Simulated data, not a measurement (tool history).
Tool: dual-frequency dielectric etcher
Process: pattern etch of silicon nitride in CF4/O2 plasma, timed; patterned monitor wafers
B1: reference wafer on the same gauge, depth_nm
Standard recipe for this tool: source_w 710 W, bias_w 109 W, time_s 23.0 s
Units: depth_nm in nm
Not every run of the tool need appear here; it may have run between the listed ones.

{"run": 1, "day": 0.0, "source_w": 840, "bias_w": 109, "time_s": 18.5, "B1": 48.6, "depth_nm": 53.7}
{"run": 2, "day": 3.233, "source_w": 840, "bias_w": 109, "time_s": 18.5, "B1": 48.5, "depth_nm": 54.1}
{"day": 3.867, "done": "gauge calibrated"}
{"run": 3, "day": 7.642, "source_w": 710, "bias_w": 109, "time_s": 23.0, "B1": 48.0, "depth_nm": 55.8}
{"run": 4, "day": 10.779, "source_w": 710, "bias_w": 109, "time_s": 23.0, "B1": 48.2, "depth_nm": 55.8}
{"day": 12.446, "done": "wet clean of the chamber"}
{"run": 5, "day": 14.679, "source_w": 710, "bias_w": 109, "time_s": 23.0, "B1": 48.5, "depth_nm": 56.6}
{"run": 6, "day": 17.788, "source_w": 710, "bias_w": 109, "time_s": 23.0, "B1": 48.7, "depth_nm": 56.7}
{"run": 7, "day": 21.546, "source_w": 710, "bias_w": 109, "time_s": 23.0, "B1": 48.8, "depth_nm": 56.9}
{"run": 8, "day": 25.317, "source_w": 710, "bias_w": 109, "time_s": 23.0, "B1": 48.8, "depth_nm": 57.0}
{"run": 9, "day": 27.629, "source_w": 710, "bias_w": 129, "time_s": 23.0, "B1": 48.9, "depth_nm": 60.2}
{"run": 10, "day": 30.508, "source_w": 850, "bias_w": 109, "time_s": 18.0, "B1": 48.9, "depth_nm": 53.4}
{"day": 32.629, "done": "wet clean of the chamber"}
{"day": 33.238, "done": "gauge calibrated"}
{"day": 34.304, "done": "upper electrode replaced"}
{"run": 11, "day": 34.325, "source_w": 810, "bias_w": 85, "time_s": 20.5, "B1": 47.4, "depth_nm": 52.1}
{"day": 36.208, "done": "bias power generator calibrated"}
{"day": 39.45, "done": "source power generator calibrated"}
{"run": 12, "day": 43.95, "source_w": 620, "bias_w": 99, "time_s": 19.5, "B1": 48.1, "depth_nm": 39.9}
{"run": 13, "day": 47.038, "source_w": 560, "bias_w": 136, "time_s": 23.0, "B1": 48.3, "depth_nm": 46.7}
{"run": 14, "day": 49.183, "source_w": 790, "bias_w": 122, "time_s": 19.0, "B1": 48.3, "depth_nm": 54.5}
{"run": 15, "day": 50.929, "source_w": 710, "bias_w": 109, "time_s": 23.0, "B1": 48.4, "depth_nm": 56.0}
{"day": 54.496, "done": "wet clean of the chamber"}
{"run": 16, "day": 54.946, "source_w": 600, "bias_w": 109, "time_s": 17.0, "B1": 48.5, "depth_nm": 34.7}

Below are 4 alternative next runs, each starting from the tool's condition after run 16. Predict each:
{"run": "A", "day": 54.962, "source_w": 830, "bias_w": 109, "time_s": 23.0, "B1": "?", "depth_nm": "?"}
{"run": "B", "day": 54.962, "source_w": 710, "bias_w": 109, "time_s": 28.0, "B1": "?", "depth_nm": "?"}
{"run": "C", "day": 54.962, "source_w": 580, "bias_w": 109, "time_s": 23.0, "B1": "?", "depth_nm": "?"}
{"run": "D", "day": 54.962, "source_w": 710, "bias_w": 116, "time_s": 29.5, "B1": "?", "depth_nm": "?"}

run=A B1=48.5 depth_nm=66.2
run=B B1=48.5 depth_nm=68.4
run=C B1=48.5 depth_nm=45.1
run=D B1=48.5 depth_nm=73.7
Had the tool no hidden state, the same runs would have come out as:
run=A depth_nm=64.4
run=B depth_nm=66.6
run=C depth_nm=43.9
run=D depth_nm=71.8
